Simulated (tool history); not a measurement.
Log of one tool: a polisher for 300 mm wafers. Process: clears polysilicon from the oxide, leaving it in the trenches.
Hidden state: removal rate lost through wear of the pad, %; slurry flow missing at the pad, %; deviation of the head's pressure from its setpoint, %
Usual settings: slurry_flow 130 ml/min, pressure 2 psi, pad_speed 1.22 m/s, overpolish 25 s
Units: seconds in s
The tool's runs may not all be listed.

run,day,slurry_flow,pressure,pad_speed,overpolish,wafers since the last listed run,wafers polished on this pad,hours since the slurry nozzle was cleaned,hours since the head pressure was calibrated,"incoming thickness of the incoming film, nm",seconds
1,0,130,2,1.22,29,0,931,96.4,258.1,475.4,30.3
# day 0.342: worn pad replaced by a new one
2,1.154,130,2.3,1.22,13,151,124,124.1,285.8,465.3,26.5
3,1.683,130,2,1.54,29,81,205,136.8,298.5,463,23.6
4,3.008,130,2,1.54,29,202,408,168.6,330.3,470.6,23.8
5,4.646,130,2,1.22,25,250,658,207.9,369.6,466.3,29.9
6,5.646,130,2,1.22,25,153,812,231.9,393.6,474.3,30
# day 6.838: worn pad replaced by a new one
7,6.888,100,2,1.22,31,164,7,261.7,423.4,471.9,32.3
8,7.396,100,2,1.22,31,77,85,273.9,435.6,469,32
9,8.3,130,2,1.22,25,138,224,295.6,457.3,475.7,30
10,9.388,130,2,1.22,25,166,390,321.7,483.4,478.8,32.1
# day 9.65: head pressure recalibrated
11,10.571,130,2,1.22,25,168,558,350.1,22.1,470.5,30.5
12,11.696,130,2,1.22,25,172,731,377.1,49.1,474.4,31
13,13.017,130,2,1.22,25,202,933,408.8,80.8,470.1,30.3
# day 13.538: worn pad replaced by a new one
14,14.338,130,2,1.22,25,176,122,440.5,112.5,474.3,31.2
15,15.812,130,2,1.22,25,225,348,475.9,147.9,476.2,30.8
16,16.996,95,2.5,1.22,25,181,529,504.3,176.3,472.5,26.8
# day 17.629: slurry nozzle cleaned
17,17.975,115,2,1.22,25,143,672,8.3,199.8,473.3,31.3
# day 18.95: worn pad replaced by a new one
18,18.971,130,2,1.44,25,126,2,32.2,223.7,464.1,25.3

Run 19 comes next. What will it give?
19,19.508,130,2,1.22,25,82,85,45.1,236.6,471.4,?

{"run 19": {"seconds": 30}}
Without the tool's hidden state the same run would have given seconds 30 s.
